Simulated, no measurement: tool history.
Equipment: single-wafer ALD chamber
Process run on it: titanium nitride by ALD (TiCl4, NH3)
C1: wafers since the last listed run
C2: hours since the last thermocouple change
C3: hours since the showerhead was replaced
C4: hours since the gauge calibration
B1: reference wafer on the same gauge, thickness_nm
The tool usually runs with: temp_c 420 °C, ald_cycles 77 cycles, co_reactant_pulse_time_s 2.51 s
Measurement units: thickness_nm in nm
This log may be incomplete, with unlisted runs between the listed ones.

Run 1, hour 0: usual settings; C1 0; C2 1592.1; C3 4349.8; C4 222.3; B1 1.89. Result: thickness_nm 1.84 nm.
Run 2, hour 15: usual settings; C1 55; C2 1607.1; C3 4364.8; C4 237.3; B1 1.891. Result: thickness_nm 1.843 nm.
Run 3, hour 24.8: usual settings; C1 36; C2 1616.9; C3 4374.6; C4 247.1; B1 1.892. Result: thickness_nm 1.838 nm.
At hour 34: gauge calibrated.
Run 4, hour 37.9: usual settings; C1 48; C2 1630; C3 4387.7; C4 3.9; B1 1.871. Result: thickness_nm 1.826 nm.
Run 5, hour 49.3: usual settings; C1 42; C2 1641.4; C3 4399.1; C4 15.3; B1 1.871. Result: thickness_nm 1.811 nm.
Run 6, hour 58: usual settings; C1 32; C2 1650.1; C3 4407.8; C4 24; B1 1.873. Result: thickness_nm 1.824 nm.
Run 7, hour 66.8: usual settings; C1 32; C2 1658.9; C3 4416.6; C4 32.8; B1 1.871. Result: thickness_nm 1.83 nm.
Run 8, hour 82: usual settings; C1 56; C2 1674.1; C3 4431.8; C4 48; B1 1.873. Result: thickness_nm 1.82 nm.
Run 9, hour 99.8: usual settings; C1 66; C2 1691.9; C3 4449.6; C4 65.8; B1 1.875. Result: thickness_nm 1.822 nm.
Run 10, hour 112.7: usual settings but co_reactant_pulse_time_s 1.88 s; C1 47; C2 1704.8; C3 4462.5; C4 78.7; B1 1.877. Result: thickness_nm 1.797 nm.
Run 11, hour 126.6: usual settings but ald_cycles 85 cycles; C1 51; C2 1718.7; C3 4476.4; C4 92.6; B1 1.878. Result: thickness_nm 2.025 nm.
Run 12, hour 143.5: usual settings; C1 62; C2 1735.6; C3 4493.3; C4 109.5; B1 1.878. Result: thickness_nm 1.831 nm.
Run 13, hour 150.4: usual settings; C1 25; C2 1742.5; C3 4500.2; C4 116.4; B1 1.878. Result: thickness_nm 1.832 nm.
Run 14, hour 157.5: usual settings but temp_c 416 °C; C1 26; C2 1749.6; C3 4507.3; C4 123.5; B1 1.879. Result: thickness_nm 1.832 nm.
Run 15, hour 163.7: usual settings but temp_c 416 °C; C1 23; C2 1755.8; C3 4513.5; C4 129.7; B1 1.879. Result: thickness_nm 1.83 nm.
Run 16, hour 174.2: usual settings but temp_c 416 °C; C1 38; C2 1766.3; C3 4524; C4 140.2; B1 1.879. Result: thickness_nm 1.828 nm.
Run 17, hour 191.5: usual settings but temp_c 414 °C, ald_cycles 72 cycles; C1 64; C2 1783.6; C3 4541.3; C4 157.5; B1 1.882. Result: thickness_nm 1.719 nm.
Run 18, hour 200.8: usual settings but temp_c 414 °C, ald_cycles 72 cycles; C1 34; C2 1792.9; C3 4550.6; C4 166.8; B1 1.883. Result: thickness_nm 1.716 nm.
Run 19, hour 215.5: usual settings but temp_c 414 °C, ald_cycles 72 cycles; C1 54; C2 1807.6; C3 4565.3; C4 181.5; B1 1.884. Result: thickness_nm 1.709 nm.
At hour 230.4: thermocouple changed; heater temperature recalibrated.
Run 20, hour 230.9: usual settings but co_reactant_pulse_time_s 1.81 s; C1 27; C2 0.5; C3 4580.7; C4 196.9; B1 1.884. Result: thickness_nm 1.799 nm.
Run 21, hour 240: usual settings; C1 33; C2 9.6; C3 4589.8; C4 206; B1 1.886. Result: thickness_nm 1.832 nm.
Run 22, hour 252.3: usual settings but temp_c 412 °C, ald_cycles 82 cycles, co_reactant_pulse_time_s 1.71 s; C1 45; C2 21.9; C3 4602.1; C4 218.3; B1 1.887. Result: thickness_nm 1.896 nm.
Run 23, hour 269.8: usual settings but temp_c 411 °C; C1 64; C2 39.4; C3 4619.6; C4 235.8; B1 1.888. Result: thickness_nm 1.831 nm.
Run 24, hour 283: usual settings but temp_c 416 °C; C1 49; C2 52.6; C3 4632.8; C4 249; B1 1.889. Result: thickness_nm 1.84 nm.
At hour 287.3: gauge calibrated.
Run 25, hour 291.2: usual settings but ald_cycles 73 cycles; C1 30; C2 60.8; C3 4641; C4 3.9; B1 1.869. Result: thickness_nm 1.728 nm.
Run 26, hour 305.8: usual settings but temp_c 424 °C, ald_cycles 82 cycles, co_reactant_pulse_time_s 1.96 s; C1 54; C2 75.4; C3 4655.6; C4 18.5; B1 1.872. Result: thickness_nm 1.925 nm.
Run 27, hour 312.6: usual settings but temp_c 416 °C; C1 25; C2 82.2; C3 4662.4; C4 25.3; B1 1.873. Result: thickness_nm 1.819 nm.
Run 28, hour 321.9: usual settings but temp_c 411 °C; C1 34; C2 91.5; C3 4671.7; C4 34.6; B1 1.873. Result: thickness_nm 1.819 nm.
At hour 333.2: showerhead replaced.
Run 29, hour 333.7: usual settings but temp_c 426 °C, ald_cycles 63 cycles, co_reactant_pulse_time_s 2.78 s; C1 14; C2 103.3; C3 0.5; C4 46.4; B1 1.874. Result: thickness_nm 1.501 nm.
Run 30, hour 342.1: usual settings; C1 31; C2 111.7; C3 8.9; C4 54.8; B1 1.873. Result: thickness_nm 1.824 nm.
Run 31, hour 352.4: usual settings but temp_c 415 °C, ald_cycles 71 cycles, co_reactant_pulse_time_s 3.5 s; C1 38; C2 122; C3 19.2; C4 65.1; B1 1.874. Result: thickness_nm 1.705 nm.
Run 32, hour 365.9: usual settings; C1 50; C2 135.5; C3 32.7; C4 78.6; B1 1.875. Result: thickness_nm 1.822 nm.
Run 33, hour 374.3: usual settings but temp_c 409 °C, ald_cycles 68 cycles, co_reactant_pulse_time_s 3.42 s; C1 31; C2 143.9; C3 41.1; C4 87; B1 1.876. Result: thickness_nm 1.629 nm.
Run 34, hour 386.1: usual settings; C1 43; C2 155.7; C3 52.9; C4 98.8; B1 1.877. Result: thickness_nm 1.829 nm.
Run 35, hour 396.1: usual settings but temp_c 431 °C, ald_cycles 65 cycles, co_reactant_pulse_time_s 3.11 s; C1 37; C2 165.7; C3 62.9; C4 108.8; B1 1.878. Result: thickness_nm 1.561 nm.
Run 36, hour 402.9: usual settings but ald_cycles 88 cycles, co_reactant_pulse_time_s 2.95 s; C1 25; C2 172.5; C3 69.7; C4 115.6; B1 1.878. Result: thickness_nm 2.118 nm.
Run 37, hour 416.4: usual settings but temp_c 425 °C, co_reactant_pulse_time_s 2.24 s; C1 50; C2 186; C3 83.2; C4 129.1; B1 1.88. Result: thickness_nm 1.819 nm.
Run 38, hour 426.9: usual settings but temp_c 411 °C, co_reactant_pulse_time_s 2.92 s; C1 38; C2 196.5; C3 93.7; C4 139.6; B1 1.88. Result: thickness_nm 1.842 nm.
Run 39, hour 433.8: usual settings but temp_c 429 °C; C1 25; C2 203.4; C3 100.6; C4 146.5; B1 1.881. Result: thickness_nm 1.837 nm.
Run 40, hour 447.3: usual settings; C1 50; C2 216.9; C3 114.1; C4 160; B1 1.883. Result: thickness_nm 1.826 nm.

How the hidden state differs across the entries between the runs, from the last listed run before each to the first after it:
From run 3 to run 4: gauge calibrated (hour 34)
  gauge reads high (%): 1.15 -> 0.0243
  measured less the result without the state, thickness_nm: +0.021 -> +0 nm
From run 19 to run 20: thermocouple changed; heater temperature recalibrated (hour 230.4)
  gauge reads high (%): 0.735 -> 0.796
  measured less the result without the state, thickness_nm: +0.012 -> +0.014 nm
From run 24 to run 25: gauge calibrated (hour 287.3)
  gauge reads high (%): 1 -> 0.0144
  measured less the result without the state, thickness_nm: +0.018 -> +0 nm
From run 28 to run 29: showerhead replaced (hour 333.2)
  gauge reads high (%): 0.137 -> 0.184
  measured less the result without the state, thickness_nm: +0.002 -> +0.003 nm

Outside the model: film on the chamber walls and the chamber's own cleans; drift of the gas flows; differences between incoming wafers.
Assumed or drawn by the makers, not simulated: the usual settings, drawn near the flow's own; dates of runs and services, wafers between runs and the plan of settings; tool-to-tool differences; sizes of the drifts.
